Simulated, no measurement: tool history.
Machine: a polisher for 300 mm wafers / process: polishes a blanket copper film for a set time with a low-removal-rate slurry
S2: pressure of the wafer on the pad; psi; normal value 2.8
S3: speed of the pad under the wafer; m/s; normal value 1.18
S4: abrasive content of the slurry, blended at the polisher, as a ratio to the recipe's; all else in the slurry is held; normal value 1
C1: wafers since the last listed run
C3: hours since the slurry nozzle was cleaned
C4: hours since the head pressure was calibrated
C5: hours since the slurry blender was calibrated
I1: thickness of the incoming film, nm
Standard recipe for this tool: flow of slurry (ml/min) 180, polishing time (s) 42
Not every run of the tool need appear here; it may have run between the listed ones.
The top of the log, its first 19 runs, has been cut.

{"run": 20, "day": 40.558, "flow of slurry (ml/min)": 240, "S2": 2.8, "S3": 1.18, "S4": 0.8, "polishing time (s)": 36, "C1": 620, "wafers polished on this pad": 1759, "C3": 320.8, "C4": 442.7, "C5": 61.4, "I1": 897.7, "film removed (nm)": 127.3}
{"run": 21, "day": 42.712, "flow of slurry (ml/min)": 180, "S2": 2.8, "S3": 1.18, "S4": 1, "polishing time (s)": 42, "C1": 589, "wafers polished on this pad": 2348, "C3": 372.5, "C4": 494.4, "C5": 113.1, "I1": 893.6, "film removed (nm)": 153.9}
{"run": 22, "day": 44.362, "flow of slurry (ml/min)": 140, "S2": 2.8, "S3": 0.98, "S4": 1.1, "polishing time (s)": 42, "C1": 451, "wafers polished on this pad": 2800, "C3": 412.1, "C4": 534, "C5": 152.7, "I1": 893.9, "film removed (nm)": 128.6}
{"run": 23, "day": 45.392, "flow of slurry (ml/min)": 180, "S2": 2.8, "S3": 1.18, "S4": 1, "polishing time (s)": 42, "C1": 281, "wafers polished on this pad": 3082, "C3": 436.8, "C4": 558.7, "C5": 177.4, "I1": 895.5, "film removed (nm)": 153.2}
{"day": 46.688, "done": "worn pad replaced by a new one"}
{"run": 24, "day": 47.35, "flow of slurry (ml/min)": 180, "S2": 2.8, "S3": 1.18, "S4": 1, "polishing time (s)": 42, "C1": 490, "wafers polished on this pad": 181, "C3": 483.8, "C4": 605.7, "C5": 224.4, "I1": 892.7, "film removed (nm)": 150.6}
{"run": 25, "day": 49.004, "flow of slurry (ml/min)": 180, "S2": 3.6, "S3": 1.18, "S4": 1.15, "polishing time (s)": 35, "C1": 452, "wafers polished on this pad": 633, "C3": 523.5, "C4": 645.4, "C5": 264.1, "I1": 889.4, "film removed (nm)": 158.9}
{"run": 26, "day": 51.054, "flow of slurry (ml/min)": 180, "S2": 2.8, "S3": 1.18, "S4": 1, "polishing time (s)": 42, "C1": 561, "wafers polished on this pad": 1194, "C3": 572.7, "C4": 694.6, "C5": 313.3, "I1": 904.4, "film removed (nm)": 148.5}
{"day": 52.096, "done": "slurry blender recalibrated"}
{"run": 27, "day": 53.942, "flow of slurry (ml/min)": 180, "S2": 2.8, "S3": 0.84, "S4": 1, "polishing time (s)": 52, "C1": 767, "wafers polished on this pad": 1962, "C3": 642, "C4": 763.9, "C5": 44.3, "I1": 898.7, "film removed (nm)": 143.1}
{"run": 28, "day": 56.529, "flow of slurry (ml/min)": 180, "S2": 2.8, "S3": 1.18, "S4": 1, "polishing time (s)": 50, "C1": 708, "wafers polished on this pad": 2670, "C3": 704.1, "C4": 826, "C5": 106.4, "I1": 903.2, "film removed (nm)": 182.3}
{"day": 58.796, "done": "slurry nozzle cleaned"}
{"day": 59.417, "done": "worn pad replaced by a new one"}
{"run": 29, "day": 59.438, "flow of slurry (ml/min)": 180, "S2": 2.5, "S3": 1.18, "S4": 1, "polishing time (s)": 42, "C1": 738, "wafers polished on this pad": 6, "C3": 15.4, "C4": 895.8, "C5": 176.2, "I1": 883.1, "film removed (nm)": 137.1}
{"run": 30, "day": 62.208, "flow of slurry (ml/min)": 180, "S2": 2.8, "S3": 1.18, "S4": 1, "polishing time (s)": 37, "C1": 758, "wafers polished on this pad": 764, "C3": 81.9, "C4": 962.3, "C5": 242.7, "I1": 890.3, "film removed (nm)": 130}

What if the next run were any one of these 4? Each begins from the tool's condition after run 30:
{"run": "A", "day": 62.225, "flow of slurry (ml/min)": 180, "S2": 2.8, "S3": 1.18, "S4": 1, "polishing time (s)": 42, "C1": 4, "wafers polished on this pad": 768, "C3": 82.3, "C4": 962.7, "C5": 243.1, "I1": 902, "film removed (nm)": "?"}
{"run": "B", "day": 62.225, "flow of slurry (ml/min)": 180, "S2": 2.8, "S3": 1.58, "S4": 1, "polishing time (s)": 53, "C1": 4, "wafers polished on this pad": 768, "C3": 82.3, "C4": 962.7, "C5": 243.1, "I1": 902, "film removed (nm)": "?"}
{"run": "C", "day": 62.225, "flow of slurry (ml/min)": 180, "S2": 2.4, "S3": 1.18, "S4": 1, "polishing time (s)": 42, "C1": 4, "wafers polished on this pad": 768, "C3": 82.3, "C4": 962.7, "C5": 243.1, "I1": 902, "film removed (nm)": "?"}
{"run": "D", "day": 62.225, "flow of slurry (ml/min)": 180, "S2": 3.4, "S3": 1.18, "S4": 1, "polishing time (s)": 42, "C1": 4, "wafers polished on this pad": 768, "C3": 82.3, "C4": 962.7, "C5": 243.1, "I1": 902, "film removed (nm)": "?"}

run=A film_removed_(nm)=148.9
run=B film_removed_(nm)=246.4
run=C film_removed_(nm)=131.5
run=D film_removed_(nm)=174.9
Stripped of hidden state, with their random variation kept, the same runs would have yielded:
run=A film_removed_(nm)=164
run=B film_removed_(nm)=271.4
run=C film_removed_(nm)=144.8
run=D film_removed_(nm)=192.7
